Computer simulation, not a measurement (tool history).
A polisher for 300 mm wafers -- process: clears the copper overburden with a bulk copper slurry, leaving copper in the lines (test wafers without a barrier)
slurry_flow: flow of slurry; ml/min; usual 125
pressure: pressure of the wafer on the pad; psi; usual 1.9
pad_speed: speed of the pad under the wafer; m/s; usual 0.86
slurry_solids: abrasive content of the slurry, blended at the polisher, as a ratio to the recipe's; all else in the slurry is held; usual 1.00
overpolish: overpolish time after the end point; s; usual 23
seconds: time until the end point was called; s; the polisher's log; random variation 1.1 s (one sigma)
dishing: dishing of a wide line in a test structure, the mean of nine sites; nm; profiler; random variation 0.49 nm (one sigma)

run   hour  slurry_flow  pressure  pad_speed  slurry_solids  overpolish  wafers since the last listed run  wafers polished on this pad  hours since the slurry nozzle was cleaned  hours since the head pressure was calibrated  hours since the slurry blender was calibrated  incoming thickness of the incoming film, nm  seconds  dishing
  1    0.0          125       1.9       0.86           1.20          23                                 0                         1095                                      443.9                                         978.4                                          132.1                                        698.2    134.2     46.3
  2   16.2          125       1.9       0.86           1.20          23                                97                         1193                                      460.1                                         994.6                                          148.3                                        703.1    133.8     46.4
  3   31.7          125       1.9       0.86           0.75          23                                93                         1286                                      475.6                                        1010.1                                          163.8                                        707.8    150.2     44.5
      39.3  -- worn pad replaced by a new one
  4   47.1          125       1.9       0.86           0.75          23                                68                           46                                      491.0                                        1025.5                                          179.2                                        698.3    147.9     44.0
  5   64.8          125       1.9       0.86           0.75          23                               106                          153                                      508.7                                        1043.2                                          196.9                                        689.0    149.1     44.3
  6   77.4          125       1.9       0.86           1.00          13                                75                          229                                      521.3                                        1055.8                                          209.5                                        690.7    145.2     33.6
  7   85.4          125       1.9       0.86           1.00          13                                48                          277                                      529.3                                        1063.8                                          217.5                                        695.6    142.9     33.4
  8   96.8          125       1.9       0.86           1.00          13                                68                          346                                      540.7                                        1075.2                                          228.9                                        707.2    148.0     33.4
  9  113.4          125       1.9       0.86           1.00          23                                99                          446                                      557.3                                        1091.8                                          245.5                                        700.0    149.9     44.5
 10  125.3          125       1.9       0.86           0.85          23                                71                          518                                      569.2                                        1103.7                                          257.4                                        696.2    152.1     44.8
 11  142.5          125       1.9       0.86           1.00          23                               103                          621                                      586.4                                        1120.9                                          274.6                                        713.0    154.4     44.3
 12  158.0          125       1.9       0.86           1.00          23                                93                          715                                      601.9                                        1136.4                                          290.1                                        701.5    155.4     43.7
 13  172.6          125       1.9       0.56           1.25          23                                87                          803                                      616.5                                        1151.0                                          304.7                                        694.1    203.2     38.4
     180.7  -- slurry blender recalibrated
 14  184.8          125       1.6       0.86           1.00          28                                61                          864                                      628.7                                        1163.2                                            4.1                                        694.9    164.5     45.1
     194.1  -- slurry nozzle cleaned
 15  201.6          125       1.9       0.86           1.00          23                                95                          959                                        7.5                                        1180.0                                           20.9                                        700.0    140.3     44.9
 16  215.4          125       1.9       0.86           1.00          23                                83                         1042                                       21.3                                        1193.8                                           34.7                                        700.7    143.8     45.4
 17  225.3           85       1.9       0.86           1.00          23                                59                         1102                                       31.2                                        1203.7                                           44.6                                        698.0    155.5     43.9
     230.2  -- head pressure recalibrated
 18  236.8          125       2.5       0.86           1.00          23                                57                         1159                                       42.7                                           6.6                                           56.1                                        707.8    100.6     52.6
 19  247.1          125       1.9       0.68           1.30          23                                62                         1221                                       53.0                                          16.9                                           66.4                                        696.0    144.0     46.0
 20  259.4          125       1.4       0.86           1.00          23                                74                         1295                                       65.3                                          29.2                                           78.7                                        702.9    167.9     41.8
     266.5  -- worn pad replaced by a new one
 21  275.8          125       1.9       0.86           1.00          23                                74                           56                                       81.7                                          45.6                                           95.1                                        693.7    127.5     47.4
 22  286.7          125       1.9       0.86           1.00          23                                65                          121                                       92.6                                          56.5                                          106.0                                        699.0    129.1     47.4
 23  295.9           90       1.9       0.66           1.00          23                                55                          177                                      101.8                                          65.7                                          115.2                                        701.6    172.2     42.2
 24  305.3          125       1.9       0.86           1.00          23                                56                          233                                      111.2                                          75.1                                          124.6                                        685.0    124.8     47.8
 25  318.0          150       2.2       0.86           1.00          23                                76                          310                                      123.9                                          87.8                                          137.3                                        697.1    109.3     50.6
 26  331.5          165       2.3       0.86           1.00          37                                81                          391                                      137.4                                         101.3                                          150.8                                        701.0    104.0     57.4
 27  348.5          125       1.9       0.86           1.00          23                               102                          494                                      154.4                                         118.3                                          167.8                                        689.3    126.5     47.7
 28  356.3          125       1.9       0.86           1.00          18                                46                          541                                      162.2                                         126.1                                          175.6                                        702.5    130.2     42.9
 29  366.6          125       1.9       0.86           1.25          35                                62                          603                                      172.5                                         136.4                                          185.9                                        705.9    126.1     54.5

Alternative continuations, all from the tool just after run 29; predict every row:
  A  367.1          125       1.9       0.86           1.00          23                                 3                          606                                      173.0                                         136.9                                          186.4                                        694.3        ?        ?
  B  367.1          155       1.5       0.86           0.75          11                                 3                          606                                      173.0                                         136.9                                          186.4                                        694.3        ?        ?
  C  367.1          100       1.9       0.96           1.00          23                                 3                          606                                      173.0                                         136.9                                          186.4                                        694.3        ?        ?

run  seconds  dishing
  A    129.6     47.3
  B    160.6     27.8
  C    124.8     47.9
What these runs would have given with no unlogged condition in the tool:
run  seconds  dishing
  A    126.7     47.6
  B    157.0     28.2
  C    121.9     48.3
